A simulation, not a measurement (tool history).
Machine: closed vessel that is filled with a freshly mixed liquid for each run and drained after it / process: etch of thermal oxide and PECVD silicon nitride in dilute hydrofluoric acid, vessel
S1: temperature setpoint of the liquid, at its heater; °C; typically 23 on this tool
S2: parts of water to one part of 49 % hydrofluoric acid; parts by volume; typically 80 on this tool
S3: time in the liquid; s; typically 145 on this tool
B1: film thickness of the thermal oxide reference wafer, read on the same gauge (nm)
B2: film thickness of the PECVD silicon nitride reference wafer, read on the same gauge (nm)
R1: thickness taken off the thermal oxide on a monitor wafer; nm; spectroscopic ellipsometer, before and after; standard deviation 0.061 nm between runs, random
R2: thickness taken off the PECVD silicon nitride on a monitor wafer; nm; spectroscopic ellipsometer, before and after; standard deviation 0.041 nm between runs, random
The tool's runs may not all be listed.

{"run": 1, "day": 0.0, "S1": 23, "S2": 55, "S3": 175, "B1": 89.98, "B2": 90.02, "R1": 15.22, "R2": 14.33}
{"run": 2, "day": 4.104, "S1": 23, "S2": 55, "S3": 175, "B1": 90.01, "B2": 89.99, "R1": 15.23, "R2": 14.39}
{"run": 3, "day": 6.121, "S1": 23, "S2": 80, "S3": 145, "B1": 90.02, "B2": 90, "R1": 8.33, "R2": 8.25}
{"run": 4, "day": 10.1, "S1": 23, "S2": 80, "S3": 145, "B1": 89.97, "B2": 89.98, "R1": 8.47, "R2": 8.23}
{"run": 5, "day": 20.288, "S1": 20.5, "S2": 80, "S3": 145, "B1": 90.01, "B2": 90.03, "R1": 7.54, "R2": 6.96}
{"run": 6, "day": 22.308, "S1": 20.5, "S2": 80, "S3": 145, "B1": 90.01, "B2": 90, "R1": 7.48, "R2": 6.97}
{"run": 7, "day": 25.617, "S1": 20.5, "S2": 80, "S3": 145, "B1": 89.99, "B2": 90.01, "R1": 7.53, "R2": 6.95}
{"run": 8, "day": 29.612, "S1": 23, "S2": 80, "S3": 180, "B1": 90.03, "B2": 89.98, "R1": 10.45, "R2": 10.13}
{"day": 30.25, "done": "gauge calibrated"}
{"run": 9, "day": 32.621, "S1": 23, "S2": 80, "S3": 180, "B1": 90.02, "B2": 90, "R1": 10.53, "R2": 10.26}
{"run": 10, "day": 34.746, "S1": 23, "S2": 80, "S3": 180, "B1": 89.99, "B2": 89.97, "R1": 10.55, "R2": 10.16}
{"run": 11, "day": 39.175, "S1": 23, "S2": 80, "S3": 145, "B1": 90.02, "B2": 89.98, "R1": 8.51, "R2": 8.23}
{"run": 12, "day": 43.229, "S1": 23, "S2": 55, "S3": 185, "B1": 90.03, "B2": 89.97, "R1": 16.12, "R2": 15.1}
{"day": 44.104, "done": "hydrofluoric acid flow meter replaced"}
{"day": 45.854, "done": "thermometer replaced"}
{"run": 13, "day": 46.154, "S1": 23, "S2": 80, "S3": 220, "B1": 89.98, "B2": 89.98, "R1": 12.71, "R2": 12.46}
{"run": 14, "day": 50.258, "S1": 18.5, "S2": 95, "S3": 215, "B1": 90, "B2": 89.99, "R1": 8.55, "R2": 7.58}
{"run": 15, "day": 52.846, "S1": 23, "S2": 80, "S3": 190, "B1": 90.01, "B2": 90.01, "R1": 11.01, "R2": 10.85}
{"run": 16, "day": 55.021, "S1": 23, "S2": 80, "S3": 145, "B1": 90.04, "B2": 90.01, "R1": 8.4, "R2": 8.18}
{"run": 17, "day": 58.4, "S1": 20.5, "S2": 110, "S3": 80, "B1": 89.96, "B2": 90.02, "R1": 2.92, "R2": 2.8}
{"run": 18, "day": 60.125, "S1": 21.5, "S2": 65, "S3": 120, "B1": 90.02, "B2": 89.97, "R1": 8.28, "R2": 7.56}
{"run": 19, "day": 61.871, "S1": 23, "S2": 80, "S3": 180, "B1": 90.01, "B2": 90.03, "R1": 10.49, "R2": 10.19}
{"run": 20, "day": 65.238, "S1": 23, "S2": 80, "S3": 90, "B1": 89.97, "B2": 89.97, "R1": 5.21, "R2": 5.13}
{"run": 21, "day": 68.554, "S1": 23, "S2": 80, "S3": 145, "B1": 90.01, "B2": 89.99, "R1": 8.36, "R2": 8.28}
{"run": 22, "day": 72.296, "S1": 25.5, "S2": 110, "S3": 120, "B1": 89.98, "B2": 89.99, "R1": 5.38, "R2": 5.83}

Alternative continuations, all from the tool just after run 22; predict every row:
{"run": "A", "day": 72.325, "S1": 23, "S2": 80, "S3": 65, "B1": "?", "B2": "?", "R1": "?", "R2": "?"}
{"run": "B", "day": 72.325, "S1": 21.5, "S2": 80, "S3": 145, "B1": "?", "B2": "?", "R1": "?", "R2": "?"}
{"run": "C", "day": 72.325, "S1": 23, "S2": 100, "S3": 90, "B1": "?", "B2": "?", "R1": "?", "R2": "?"}
{"run": "D", "day": 72.325, "S1": 21.5, "S2": 90, "S3": 85, "B1": "?", "B2": "?", "R1": "?", "R2": "?"}
{"run": "E", "day": 72.325, "S1": 24.5, "S2": 60, "S3": 145, "B1": "?", "B2": "?", "R1": "?", "R2": "?"}

run=A B1=90.01 B2=90.02 R1=3.74 R2=3.65
run=B B1=90.01 B2=90.02 R1=7.85 R2=7.35
run=C B1=90.01 B2=90.02 R1=4.04 R2=4.05
run=D B1=90.01 B2=90.02 R1=4.04 R2=3.84
run=E B1=90.01 B2=90.02 R1=12.13 R2=11.94
Without the tool's unlogged condition, the same runs would have read:
run=A R1=3.74 R2=3.65
run=B R1=7.85 R2=7.35
run=C R1=4.04 R2=4.05
run=D R1=4.04 R2=3.84
run=E R1=12.13 R2=11.94
